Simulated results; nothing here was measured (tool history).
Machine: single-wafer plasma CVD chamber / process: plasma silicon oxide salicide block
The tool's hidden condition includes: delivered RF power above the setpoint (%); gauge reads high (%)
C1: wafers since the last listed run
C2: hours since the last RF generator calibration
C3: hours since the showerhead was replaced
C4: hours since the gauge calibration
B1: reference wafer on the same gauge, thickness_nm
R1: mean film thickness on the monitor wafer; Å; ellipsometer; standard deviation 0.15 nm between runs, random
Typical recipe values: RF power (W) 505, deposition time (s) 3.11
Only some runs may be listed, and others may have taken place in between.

run 1 hour=0 | RF_power_(W)=505 deposition_time_(s)=3.11 | C1=0 C2=449.1 C3=4398.9 C4=826.5 | B1=28.952 | R1=289.21
run 2 hour=25.9 | RF_power_(W)=505 deposition_time_(s)=3.11 | C1=846 C2=475 C3=4424.8 C4=852.4 | B1=28.977 | R1=287.91
run 3 hour=60 | RF_power_(W)=505 deposition_time_(s)=3.11 | C1=1114 C2=509.1 C3=4458.9 C4=886.5 | B1=29.046 | R1=288.08
run 4 hour=77.2 | RF_power_(W)=505 deposition_time_(s)=3.36 | C1=562 C2=526.3 C3=4476.1 C4=903.7 | B1=28.895 | R1=311.48
run 5 hour=92.4 | RF_power_(W)=505 deposition_time_(s)=3.36 | C1=496 C2=541.5 C3=4491.3 C4=918.9 | B1=28.993 | R1=313.79
run 6 hour=109.5 | RF_power_(W)=505 deposition_time_(s)=3.36 | C1=558 C2=558.6 C3=4508.4 C4=936 | B1=28.949 | R1=309.72
run 7 hour=142.6 | RF_power_(W)=460 deposition_time_(s)=2.87 | C1=1081 C2=591.7 C3=4541.5 C4=969.1 | B1=29.045 | R1=258.04
run 8 hour=159.9 | RF_power_(W)=505 deposition_time_(s)=3.11 | C1=565 C2=609 C3=4558.8 C4=986.4 | B1=29.078 | R1=288.31
run 9 hour=172 | RF_power_(W)=505 deposition_time_(s)=3.11 | C1=395 C2=621.1 C3=4570.9 C4=998.5 | B1=28.999 | R1=286.2
run 10 hour=187.8 | RF_power_(W)=505 deposition_time_(s)=3.11 | C1=516 C2=636.9 C3=4586.7 C4=1014.3 | B1=29.05 | R1=286.71
run 11 hour=214.6 | RF_power_(W)=505 deposition_time_(s)=3.11 | C1=876 C2=663.7 C3=4613.5 C4=1041.1 | B1=28.955 | R1=283.76
run 12 hour=235.5 | RF_power_(W)=460 deposition_time_(s)=3.11 | C1=683 C2=684.6 C3=4634.4 C4=1062 | B1=28.946 | R1=278.22
run 13 hour=329.6 | RF_power_(W)=460 deposition_time_(s)=3.11 | C1=3075 C2=778.7 C3=4728.5 C4=1156.1 | B1=29.03 | R1=280.56
run 14 hour=363.5 | RF_power_(W)=505 deposition_time_(s)=3.11 | C1=1108 C2=812.6 C3=4762.4 C4=1190 | B1=29.011 | R1=285.5
run 15 hour=392.4 | RF_power_(W)=505 deposition_time_(s)=3.11 | C1=944 C2=841.5 C3=4791.3 C4=1218.9 | B1=29.001 | R1=287.97
run 16 hour=409.4 | RF_power_(W)=505 deposition_time_(s)=3.52 | C1=555 C2=858.5 C3=4808.3 C4=1235.9 | B1=29.057 | R1=322.33
-- hour=450.2 gauge calibrated
run 17 hour=499.6 | RF_power_(W)=505 deposition_time_(s)=3.11 | C1=2948 C2=948.7 C3=4898.5 C4=49.4 | B1=29.018 | R1=286.07
run 18 hour=515.5 | RF_power_(W)=505 deposition_time_(s)=3.11 | C1=519 C2=964.6 C3=4914.4 C4=65.3 | B1=28.965 | R1=286.17
run 19 hour=538.1 | RF_power_(W)=505 deposition_time_(s)=3.11 | C1=738 C2=987.2 C3=4937 C4=87.9 | B1=28.989 | R1=286.51
run 20 hour=569.9 | RF_power_(W)=505 deposition_time_(s)=3.11 | C1=1039 C2=1019 C3=4968.8 C4=119.7 | B1=29.068 | R1=282.89
run 21 hour=600.6 | RF_power_(W)=455 deposition_time_(s)=2.52 | C1=1003 C2=1049.7 C3=4999.5 C4=150.4 | B1=29.004 | R1=221.09
run 22 hour=620.1 | RF_power_(W)=505 deposition_time_(s)=3.28 | C1=637 C2=1069.2 C3=5019 C4=169.9 | B1=28.997 | R1=302.73
run 23 hour=653.7 | RF_power_(W)=460 deposition_time_(s)=3.11 | C1=1098 C2=1102.8 C3=5052.6 C4=203.5 | B1=29.039 | R1=276.95
-- hour=664.4 showerhead replaced
run 24 hour=682.7 | RF_power_(W)=455 deposition_time_(s)=2.53 | C1=686 C2=1131.8 C3=18.3 C4=232.5 | B1=28.962 | R1=223.18
run 25 hour=702.1 | RF_power_(W)=505 deposition_time_(s)=3.11 | C1=634 C2=1151.2 C3=37.7 C4=251.9 | B1=28.945 | R1=286.45
run 26 hour=729.1 | RF_power_(W)=475 deposition_time_(s)=3.11 | C1=882 C2=1178.2 C3=64.7 C4=278.9 | B1=28.989 | R1=278.15
run 27 hour=744.2 | RF_power_(W)=565 deposition_time_(s)=3.69 | C1=493 C2=1193.3 C3=79.8 C4=294 | B1=29.017 | R1=347.81
-- hour=752.4 RF generator calibrated
run 28 hour=840.4 | RF_power_(W)=550 deposition_time_(s)=2.58 | C1=2883 C2=88 C3=176 C4=390.2 | B1=28.981 | R1=246.28
run 29 hour=859 | RF_power_(W)=425 deposition_time_(s)=3.11 | C1=608 C2=106.6 C3=194.6 C4=408.8 | B1=28.979 | R1=273.42
run 30 hour=874 | RF_power_(W)=585 deposition_time_(s)=3.11 | C1=490 C2=121.6 C3=209.6 C4=423.8 | B1=28.963 | R1=302.88
run 31 hour=908 | RF_power_(W)=560 deposition_time_(s)=2.78 | C1=1111 C2=155.6 C3=243.6 C4=457.8 | B1=28.921 | R1=264.18
run 32 hour=923.6 | RF_power_(W)=505 deposition_time_(s)=3.11 | C1=509 C2=171.2 C3=259.2 C4=473.4 | B1=28.924 | R1=288.55
run 33 hour=951.5 | RF_power_(W)=505 deposition_time_(s)=3.11 | C1=912 C2=199.1 C3=287.1 C4=501.3 | B1=28.985 | R1=286.69
run 34 hour=968.7 | RF_power_(W)=430 deposition_time_(s)=3.11 | C1=562 C2=216.3 C3=304.3 C4=518.5 | B1=28.992 | R1=276.11
run 35 hour=1002.1 | RF_power_(W)=505 deposition_time_(s)=3.11 | C1=1091 C2=249.7 C3=337.7 C4=551.9 | B1=28.902 | R1=289.99
run 36 hour=1026.1 | RF_power_(W)=505 deposition_time_(s)=3.11 | C1=784 C2=273.7 C3=361.7 C4=575.9 | B1=28.968 | R1=286.84
run 37 hour=1049.5 | RF_power_(W)=475 deposition_time_(s)=3.64 | C1=764 C2=297.1 C3=385.1 C4=599.3 | B1=29.007 | R1=331.64
run 38 hour=1068.3 | RF_power_(W)=470 deposition_time_(s)=3.4 | C1=614 C2=315.9 C3=403.9 C4=618.1 | B1=29 | R1=305.43
run 39 hour=1125.3 | RF_power_(W)=470 deposition_time_(s)=2.78 | C1=1863 C2=372.9 C3=460.9 C4=675.1 | B1=29.03 | R1=252.79
run 40 hour=1143.9 | RF_power_(W)=505 deposition_time_(s)=3.41 | C1=608 C2=391.5 C3=479.5 C4=693.7 | B1=29.047 | R1=312.82
run 41 hour=1164.9 | RF_power_(W)=440 deposition_time_(s)=2.75 | C1=686 C2=412.5 C3=500.5 C4=714.7 | B1=28.966 | R1=243.8
run 42 hour=1196.5 | RF_power_(W)=505 deposition_time_(s)=2.57 | C1=1032 C2=444.1 C3=532.1 C4=746.3 | B1=29.007 | R1=236.9
run 43 hour=1283.5 | RF_power_(W)=505 deposition_time_(s)=3.11 | C1=2843 C2=531.1 C3=619.1 C4=833.3 | B1=28.988 | R1=286.85
run 44 hour=1315.4 | RF_power_(W)=505 deposition_time_(s)=3.11 | C1=1042 C2=563 C3=651 C4=865.2 | B1=29.011 | R1=286.62

Table of differences, measured result less the result of that run with no hidden state. Run-to-run variation is the same in both. Gauge scatter possibly is not:
run=1 R1=-2.21
run=2 R1=-2.3
run=3 R1=-2.42
run=4 R1=-2.7
run=5 R1=-2.78
run=6 R1=-2.82
run=7 R1=-2.49
run=8 R1=-2.86
run=9 R1=-2.89
run=10 R1=-2.98
run=11 R1=-3.08
run=12 R1=-3.13
run=13 R1=-3.68
run=14 R1=-3.95
run=15 R1=-4.18
run=16 R1=-4.8
run=17 R1=-4.9
run=18 R1=-5.03
run=19 R1=-5.21
run=20 R1=-5.39
run=21 R1=-4.41
run=22 R1=-6.21
run=23 R1=-5.98
run=24 R1=-5.02
run=25 R1=-6.62
run=26 R1=-6.67
run=27 R1=-8.52
run=28 R1=-1.34
run=29 R1=-1.5
run=30 R1=-1.68
run=31 R1=-1.49
run=32 R1=-1.65
run=33 R1=-1.68
run=34 R1=-1.65
run=35 R1=-1.79
run=36 R1=-1.81
run=37 R1=-2.15
run=38 R1=-2.04
run=39 R1=-1.82
run=40 R1=-2.31
run=41 R1=-1.86
run=42 R1=-1.88
run=43 R1=-2.61
run=44 R1=-2.74
